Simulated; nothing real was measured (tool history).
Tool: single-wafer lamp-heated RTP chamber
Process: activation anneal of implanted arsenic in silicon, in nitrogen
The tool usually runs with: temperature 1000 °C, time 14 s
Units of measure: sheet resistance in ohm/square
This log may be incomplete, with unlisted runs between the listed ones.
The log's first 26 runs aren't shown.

| run | day | temperature | time | wafers since the last listed run | wafers since the last pyrometer calibration | wafers since the reflector plate was cleaned | hours since the gauge calibration | read-back reference wafer on the same gauge, sheet resistance | sheet resistance |
|---|---|---|---|---|---|---|---|---|---|
| 27 | 30.854 | 977 | 7 | 99 | 151 | 2816 | 108.7 | 196.97 | 240.48 |
| 28 | 31.75 | 986 | 9 | 162 | 314 | 2979 | 130.2 | 197.02 | 237.75 |
| 29 | 33.117 | 974 | 8 | 248 | 562 | 3227 | 163 | 196.95 | 239.3 |
| 30 | 34.121 | 1014 | 14 | 182 | 744 | 3409 | 187.1 | 197.03 | 231.98 |
| 31 | 35.604 | 1016 | 11 | 269 | 1014 | 3679 | 222.7 | 196.98 | 233.71 |
| 32 | 37.592 | 1000 | 22 | 360 | 1374 | 4039 | 270.4 | 196.98 | 229.47 |
| 33 | 38.271 | 1009 | 14 | 123 | 1498 | 4163 | 286.7 | 196.98 | 232.26 |
| 34 | 39.479 | 982 | 6 | 219 | 1717 | 4382 | 315.7 | 196.97 | 240.43 |

What if the next run were any one of these 5? Each begins from the tool's condition after run 34:
| A | 39.496 | 1000 | 14 | 3 | 1720 | 4385 | 316.1 | ? | ? |
| B | 39.496 | 1024 | 18 | 3 | 1720 | 4385 | 316.1 | ? | ? |
| C | 39.496 | 1027 | 14 | 3 | 1720 | 4385 | 316.1 | ? | ? |
| D | 39.496 | 975 | 21 | 3 | 1720 | 4385 | 316.1 | ? | ? |
| E | 39.496 | 1028 | 9 | 3 | 1720 | 4385 | 316.1 | ? | ? |

| run | read-back reference wafer on the same gauge, sheet resistance | sheet resistance |
|---|---|---|
| A | 197.03 | 233.51 |
| B | 197.03 | 227.25 |
| C | 197.03 | 229.01 |
| D | 197.03 | 233.87 |
| E | 197.03 | 232.57 |
With the hidden condition removed and each run's random variation left untouched, the same runs would have given:
| run | sheet resistance |
|---|---|
| A | 234.28 |
| B | 228.54 |
| C | 230.19 |
| D | 234.51 |
| E | 233.5 |
